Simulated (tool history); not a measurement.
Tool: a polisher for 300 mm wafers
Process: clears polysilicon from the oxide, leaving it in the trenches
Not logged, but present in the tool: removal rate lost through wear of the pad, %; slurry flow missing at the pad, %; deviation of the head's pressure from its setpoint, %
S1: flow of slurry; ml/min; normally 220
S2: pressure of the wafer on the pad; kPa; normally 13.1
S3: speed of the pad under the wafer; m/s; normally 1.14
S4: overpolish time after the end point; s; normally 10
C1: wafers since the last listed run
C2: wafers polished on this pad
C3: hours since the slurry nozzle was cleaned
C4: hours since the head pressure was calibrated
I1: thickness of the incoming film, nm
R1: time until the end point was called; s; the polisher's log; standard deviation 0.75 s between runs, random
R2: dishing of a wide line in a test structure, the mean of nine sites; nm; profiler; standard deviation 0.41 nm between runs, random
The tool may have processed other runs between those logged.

| run | hour | S1 | S2 | S3 | S4 | C1 | C2 | C3 | C4 | I1 | R1 | R2 |
|---|---|---|---|---|---|---|---|---|---|---|---|---|
| 1 | 0 | 220 | 13.1 | 1.14 | 6 | 0 | 329 | 162.5 | 455 | 555.4 | 53.2 | 30.4 |
| 2 | 27.2 | 220 | 13.1 | 1.14 | 6 | 268 | 597 | 189.7 | 482.2 | 557.7 | 54.6 | 30.8 |
| 3 | 59.6 | 220 | 13.1 | 1.14 | 6 | 319 | 917 | 222.1 | 514.6 | 556.8 | 55.1 | 30.9 |
| 4 | 90.3 | 220 | 13.1 | 1.14 | 8 | 302 | 1219 | 252.8 | 545.3 | 560.7 | 56 | 34.1 |
| 5 | 103.5 | 220 | 13.1 | 1.14 | 8 | 130 | 1349 | 266 | 558.5 | 560.5 | 55.7 | 33.6 |
|  | 135.2 | worn pad replaced by a new one |
| 6 | 138.2 | 220 | 13.1 | 1.14 | 8 | 302 | 29 | 300.7 | 593.2 | 558.3 | 48.3 | 34.7 |
| 7 | 170.1 | 220 | 9.7 | 1.14 | 10 | 314 | 343 | 332.6 | 625.1 | 553.6 | 65.5 | 34 |
| 8 | 194.7 | 220 | 9.7 | 1.14 | 10 | 242 | 586 | 357.2 | 649.7 | 560.1 | 70.8 | 33.9 |
| 9 | 224.9 | 170 | 13.1 | 1.14 | 10 | 297 | 883 | 387.4 | 679.9 | 552.8 | 52.8 | 36.5 |
| 10 | 248.4 | 220 | 13.1 | 1.14 | 12 | 231 | 1115 | 410.9 | 703.4 | 550.8 | 49.8 | 37.1 |
|  | 257.7 | head pressure recalibrated |
| 11 | 267.1 | 220 | 13.1 | 1.14 | 10 | 164 | 1280 | 429.6 | 9.4 | 558 | 58.5 | 35.7 |
| 12 | 294.1 | 220 | 13.1 | 1.14 | 10 | 266 | 1546 | 456.6 | 36.4 | 571.2 | 62.4 | 35 |
|  | 308.4 | worn pad replaced by a new one |
|  | 313.9 | slurry nozzle cleaned |
| 13 | 314.5 | 220 | 13.1 | 1.14 | 10 | 151 | 50 | 0.6 | 56.8 | 547 | 55.3 | 36.4 |
| 14 | 329 | 175 | 15.9 | 1.52 | 10 | 142 | 193 | 15.1 | 71.3 | 559.2 | 38.6 | 38.3 |
| 15 | 353 | 220 | 17.9 | 1.5 | 6 | 236 | 429 | 39.1 | 95.3 | 560.7 | 35.2 | 35.9 |
| 16 | 369.3 | 220 | 9.7 | 1.14 | 10 | 160 | 590 | 55.4 | 111.6 | 557.5 | 77.9 | 31.9 |
| 17 | 393.2 | 285 | 13.1 | 1.14 | 5 | 235 | 825 | 79.3 | 135.5 | 572.1 | 58.1 | 27 |

Predict each of these 3 candidate next runs independently; none follows another, all start after run 17:
| A | 393.6 | 220 | 17.2 | 1.14 | 10 | 3 | 829 | 79.7 | 135.9 | 565.9 | ? | ? |
| B | 393.6 | 220 | 17.9 | 0.96 | 10 | 3 | 829 | 79.7 | 135.9 | 565.9 | ? | ? |
| C | 393.6 | 255 | 13.1 | 0.96 | 7 | 3 | 829 | 79.7 | 135.9 | 565.9 | ? | ? |

| run | R1 | R2 |
|---|---|---|
| A | 45.4 | 37.6 |
| B | 49.5 | 37.1 |
| C | 66.2 | 30.2 |
With no hidden state in the tool, these same runs would have given:
| run | R1 | R2 |
|---|---|---|
| A | 42.1 | 38.1 |
| B | 45.8 | 37.6 |
| C | 61.3 | 31.2 |

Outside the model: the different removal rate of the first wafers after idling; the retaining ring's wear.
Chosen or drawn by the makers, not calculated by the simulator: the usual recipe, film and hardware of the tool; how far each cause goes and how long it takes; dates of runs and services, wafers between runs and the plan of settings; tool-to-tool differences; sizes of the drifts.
